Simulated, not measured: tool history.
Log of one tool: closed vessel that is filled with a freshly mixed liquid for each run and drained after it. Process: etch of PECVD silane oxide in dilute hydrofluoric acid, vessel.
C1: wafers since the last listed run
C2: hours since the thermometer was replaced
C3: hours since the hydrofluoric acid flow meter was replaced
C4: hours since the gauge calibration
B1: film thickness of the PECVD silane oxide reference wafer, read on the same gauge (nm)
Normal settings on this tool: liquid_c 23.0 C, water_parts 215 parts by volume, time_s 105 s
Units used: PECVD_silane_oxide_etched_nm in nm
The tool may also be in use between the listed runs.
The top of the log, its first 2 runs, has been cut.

{"run": 3, "hour": 49.6, "liquid_c": 20.0, "water_parts": 215, "time_s": 105, "C1": 3489, "C2": 1393.4, "C3": 1154.1, "C4": 31.5, "B1": 140.02, "PECVD_silane_oxide_etched_nm": 18.99}
{"run": 4, "hour": 64.7, "liquid_c": 20.0, "water_parts": 215, "time_s": 105, "C1": 1756, "C2": 1408.5, "C3": 1169.2, "C4": 46.6, "B1": 140.01, "PECVD_silane_oxide_etched_nm": 18.89}
{"run": 5, "hour": 80.8, "liquid_c": 25.5, "water_parts": 215, "time_s": 105, "C1": 1872, "C2": 1424.6, "C3": 1185.3, "C4": 62.7, "B1": 140.03, "PECVD_silane_oxide_etched_nm": 23.55}
{"run": 6, "hour": 99.2, "liquid_c": 25.5, "water_parts": 215, "time_s": 105, "C1": 2140, "C2": 1443.0, "C3": 1203.7, "C4": 81.1, "B1": 140.01, "PECVD_silane_oxide_etched_nm": 23.23}
{"run": 7, "hour": 125.8, "liquid_c": 25.5, "water_parts": 215, "time_s": 105, "C1": 3094, "C2": 1469.6, "C3": 1230.3, "C4": 107.7, "B1": 139.99, "PECVD_silane_oxide_etched_nm": 23.46}
{"run": 8, "hour": 148.2, "liquid_c": 23.0, "water_parts": 215, "time_s": 105, "C1": 2605, "C2": 1492.0, "C3": 1252.7, "C4": 130.1, "B1": 139.97, "PECVD_silane_oxide_etched_nm": 21.18}
{"run": 9, "hour": 166.1, "liquid_c": 23.0, "water_parts": 215, "time_s": 105, "C1": 2082, "C2": 1509.9, "C3": 1270.6, "C4": 148.0, "B1": 140.01, "PECVD_silane_oxide_etched_nm": 21.07}
{"run": 10, "hour": 183.1, "liquid_c": 23.0, "water_parts": 215, "time_s": 105, "C1": 1977, "C2": 1526.9, "C3": 1287.6, "C4": 165.0, "B1": 139.99, "PECVD_silane_oxide_etched_nm": 21.1}
{"run": 11, "hour": 200.9, "liquid_c": 23.0, "water_parts": 215, "time_s": 105, "C1": 2070, "C2": 1544.7, "C3": 1305.4, "C4": 182.8, "B1": 140.0, "PECVD_silane_oxide_etched_nm": 21.12}
{"run": 12, "hour": 219.4, "liquid_c": 23.0, "water_parts": 215, "time_s": 105, "C1": 2152, "C2": 1563.2, "C3": 1323.9, "C4": 201.3, "B1": 139.98, "PECVD_silane_oxide_etched_nm": 21.52}
{"hour": 228.7, "done": "hydrofluoric acid flow meter replaced"}
{"run": 13, "hour": 243.2, "liquid_c": 23.0, "water_parts": 215, "time_s": 105, "C1": 2652, "C2": 1587.0, "C3": 14.5, "C4": 225.1, "B1": 140.03, "PECVD_silane_oxide_etched_nm": 19.57}
{"run": 14, "hour": 258.7, "liquid_c": 21.5, "water_parts": 215, "time_s": 130, "C1": 1803, "C2": 1602.5, "C3": 30.0, "C4": 240.6, "B1": 139.94, "PECVD_silane_oxide_etched_nm": 22.48}
{"run": 15, "hour": 277.3, "liquid_c": 21.5, "water_parts": 215, "time_s": 130, "C1": 2163, "C2": 1621.1, "C3": 48.6, "C4": 259.2, "B1": 140.0, "PECVD_silane_oxide_etched_nm": 22.51}
{"run": 16, "hour": 311.9, "liquid_c": 26.0, "water_parts": 300, "time_s": 70, "C1": 4024, "C2": 1655.7, "C3": 83.2, "C4": 293.8, "B1": 140.01, "PECVD_silane_oxide_etched_nm": 9.52}
{"run": 17, "hour": 330.5, "liquid_c": 23.0, "water_parts": 215, "time_s": 105, "C1": 2163, "C2": 1674.3, "C3": 101.8, "C4": 312.4, "B1": 139.97, "PECVD_silane_oxide_etched_nm": 19.17}
{"run": 18, "hour": 350.3, "liquid_c": 27.0, "water_parts": 160, "time_s": 105, "C1": 2303, "C2": 1694.1, "C3": 121.6, "C4": 332.2, "B1": 139.99, "PECVD_silane_oxide_etched_nm": 32.2}
{"run": 19, "hour": 382.5, "liquid_c": 26.5, "water_parts": 315, "time_s": 50, "C1": 3745, "C2": 1726.3, "C3": 153.8, "C4": 364.4, "B1": 140.0, "PECVD_silane_oxide_etched_nm": 6.43}
{"run": 20, "hour": 397.1, "liquid_c": 26.0, "water_parts": 325, "time_s": 105, "C1": 1698, "C2": 1740.9, "C3": 168.4, "C4": 379.0, "B1": 139.98, "PECVD_silane_oxide_etched_nm": 12.91}
{"hour": 424.8, "done": "thermometer replaced"}
{"run": 21, "hour": 432.6, "liquid_c": 23.0, "water_parts": 215, "time_s": 105, "C1": 4013, "C2": 7.8, "C3": 203.9, "C4": 414.5, "B1": 139.97, "PECVD_silane_oxide_etched_nm": 21.31}
{"run": 22, "hour": 462.8, "liquid_c": 23.0, "water_parts": 215, "time_s": 105, "C1": 3513, "C2": 38.0, "C3": 234.1, "C4": 444.7, "B1": 139.97, "PECVD_silane_oxide_etched_nm": 21.18}
{"run": 23, "hour": 489.5, "liquid_c": 19.5, "water_parts": 310, "time_s": 145, "C1": 3105, "C2": 64.7, "C3": 260.8, "C4": 471.4, "B1": 139.96, "PECVD_silane_oxide_etched_nm": 16.38}
{"hour": 505.9, "done": "gauge calibrated"}
{"run": 24, "hour": 509.3, "liquid_c": 23.0, "water_parts": 175, "time_s": 105, "C1": 2303, "C2": 84.5, "C3": 280.6, "C4": 3.4, "B1": 139.98, "PECVD_silane_oxide_etched_nm": 27.01}
{"run": 25, "hour": 535.7, "liquid_c": 21.0, "water_parts": 280, "time_s": 60, "C1": 3071, "C2": 110.9, "C3": 307.0, "C4": 29.8, "B1": 139.95, "PECVD_silane_oxide_etched_nm": 8.18}
{"run": 26, "hour": 551.0, "liquid_c": 23.0, "water_parts": 105, "time_s": 105, "C1": 1779, "C2": 126.2, "C3": 322.3, "C4": 45.1, "B1": 139.99, "PECVD_silane_oxide_etched_nm": 49.2}

What does the tool deliver on the next run?
{"run": 27, "hour": 577.6, "liquid_c": 21.5, "water_parts": 245, "time_s": 155, "C1": 3094, "C2": 152.8, "C3": 348.9, "C4": 71.7, "B1": "?", "PECVD_silane_oxide_etched_nm": "?"}

{"run 27": {"B1": 139.96, "PECVD_silane_oxide_etched_nm": 25.57}}
Minus the tool's unlogged condition, the same run would have read PECVD_silane_oxide_etched_nm 25.31 nm.
